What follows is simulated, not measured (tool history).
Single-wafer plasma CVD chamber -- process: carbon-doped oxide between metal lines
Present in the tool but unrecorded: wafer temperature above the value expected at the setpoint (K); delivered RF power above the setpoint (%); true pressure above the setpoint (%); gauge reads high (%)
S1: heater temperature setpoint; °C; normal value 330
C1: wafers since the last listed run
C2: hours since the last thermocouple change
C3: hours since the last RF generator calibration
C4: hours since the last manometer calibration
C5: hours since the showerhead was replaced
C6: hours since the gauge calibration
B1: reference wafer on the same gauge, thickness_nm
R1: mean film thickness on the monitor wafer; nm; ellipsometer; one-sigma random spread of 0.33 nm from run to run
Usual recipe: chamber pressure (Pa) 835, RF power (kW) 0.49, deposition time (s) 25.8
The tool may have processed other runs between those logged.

Run 1, hour 0: usual settings; C1 0; C2 2807; C3 1123.6; C4 1717.6; C5 6975.3; C6 435; B1 143.051. Result: R1 134.11 nm.
Run 2, hour 13: usual settings; C1 225; C2 2820; C3 1136.6; C4 1730.6; C5 6988.3; C6 448; B1 143.135. Result: R1 134.215 nm.
Run 3, hour 27.9: usual settings; C1 258; C2 2834.9; C3 1151.5; C4 1745.5; C5 7003.2; C6 462.9; B1 143.047. Result: R1 134.28 nm.
Run 4, hour 53.3: usual settings but deposition time (s) 27.9; C1 440; C2 2860.3; C3 1176.9; C4 1770.9; C5 7028.6; C6 488.3; B1 143.044. Result: R1 144.433 nm.
Run 5, hour 69.4: usual settings but deposition time (s) 27.9; C1 278; C2 2876.4; C3 1193; C4 1787; C5 7044.7; C6 504.4; B1 143.038. Result: R1 145.298 nm.
Run 6, hour 85.8: usual settings but deposition time (s) 27.9; C1 284; C2 2892.8; C3 1209.4; C4 1803.4; C5 7061.1; C6 520.8; B1 142.936. Result: R1 144.751 nm.
Run 7, hour 104.7: usual settings but RF power (kW) 0.565; C1 327; C2 2911.7; C3 1228.3; C4 1822.3; C5 7080; C6 539.7; B1 143.01. Result: R1 152.069 nm.
Run 8, hour 125.7: usual settings but RF power (kW) 0.565; C1 363; C2 2932.7; C3 1249.3; C4 1843.3; C5 7101; C6 560.7; B1 143.029. Result: R1 152.329 nm.
Run 9, hour 153.1: usual settings but deposition time (s) 23; C1 474; C2 2960.1; C3 1276.7; C4 1870.7; C5 7128.4; C6 588.1; B1 143.005. Result: R1 119.384 nm.
Run 10, hour 171.8: usual settings but deposition time (s) 23; C1 324; C2 2978.8; C3 1295.4; C4 1889.4; C5 7147.1; C6 606.8; B1 142.986. Result: R1 118.983 nm.
At hour 204.2: RF generator calibrated.
Run 11, hour 228.6: usual settings but deposition time (s) 23; C1 845; C2 3035.6; C3 24.4; C4 1946.2; C5 7203.9; C6 663.6; B1 143.026. Result: R1 123.274 nm.
At hour 255.2: showerhead replaced.
Run 12, hour 255.7: usual settings but S1 319 °C, RF power (kW) 0.465; C1 330; C2 3062.7; C3 51.5; C4 1973.3; C5 0.5; C6 690.7; B1 142.933. Result: R1 137.187 nm.
Run 13, hour 282.8: usual settings but deposition time (s) 27.9; C1 469; C2 3089.8; C3 78.6; C4 2000.4; C5 27.6; C6 717.8; B1 143.027. Result: R1 149.5 nm.
At hour 308.2: thermocouple changed; heater temperature recalibrated.
Run 14, hour 310.5: usual settings but S1 335 °C, chamber pressure (Pa) 916, RF power (kW) 0.57, deposition time (s) 22.7; C1 341; C2 2.3; C3 106.3; C4 2028.1; C5 55.3; C6 745.5; B1 143.029. Result: R1 138.929 nm.
At hour 320.1: capacitance manometer re-zeroed and calibrated.
Run 15, hour 335: usual settings but chamber pressure (Pa) 765; C1 285; C2 26.8; C3 130.8; C4 14.9; C5 79.8; C6 770; B1 142.859. Result: R1 136.724 nm.
Run 16, hour 347.2: usual settings but chamber pressure (Pa) 903, deposition time (s) 29.8; C1 211; C2 39; C3 143; C4 27.1; C5 92; C6 782.2; B1 142.991. Result: R1 160.536 nm.
Run 17, hour 364.2: usual settings but S1 343 °C; C1 294; C2 56; C3 160; C4 44.1; C5 109; C6 799.2; B1 143.019. Result: R1 131.36 nm.
Run 18, hour 382.8: usual settings but S1 316 °C, RF power (kW) 0.52, deposition time (s) 21.6; C1 322; C2 74.6; C3 178.6; C4 62.7; C5 127.6; C6 817.8; B1 143.072. Result: R1 130.615 nm.
At hour 403: gauge calibrated.
Run 19, hour 413: usual settings but RF power (kW) 0.52; C1 523; C2 104.8; C3 208.8; C4 92.9; C5 157.8; C6 10; B1 143.032. Result: R1 146.532 nm.
Run 20, hour 442.3: usual settings; C1 507; C2 134.1; C3 238.1; C4 122.2; C5 187.1; C6 39.3; B1 142.845. Result: R1 138.115 nm.
Run 21, hour 476.8: usual settings but S1 315 °C, chamber pressure (Pa) 729, deposition time (s) 24.1; C1 597; C2 168.6; C3 272.6; C4 156.7; C5 221.6; C6 73.8; B1 142.802. Result: R1 135.419 nm.
Run 22, hour 503.3: usual settings; C1 459; C2 195.1; C3 299.1; C4 183.2; C5 248.1; C6 100.3; B1 143.061. Result: R1 138.075 nm.
Run 23, hour 533.2: usual settings but S1 345 °C, chamber pressure (Pa) 676, RF power (kW) 0.45; C1 518; C2 225; C3 329; C4 213.1; C5 278; C6 130.2; B1 143.09. Result: R1 115.807 nm.

Expected results for the next run?
Run 24, hour 546.3: usual settings but S1 337 °C; C1 226; C2 238.1; C3 342.1; C4 226.2; C5 291.1; C6 143.3; B1 ?. Result: R1 ?.

{"run 24": {"B1": 142.996, "R1": 134.196}}
Take away the tool's hidden state, keep the run-to-run variation as it was, and the same run would have given R1 135.688 nm.

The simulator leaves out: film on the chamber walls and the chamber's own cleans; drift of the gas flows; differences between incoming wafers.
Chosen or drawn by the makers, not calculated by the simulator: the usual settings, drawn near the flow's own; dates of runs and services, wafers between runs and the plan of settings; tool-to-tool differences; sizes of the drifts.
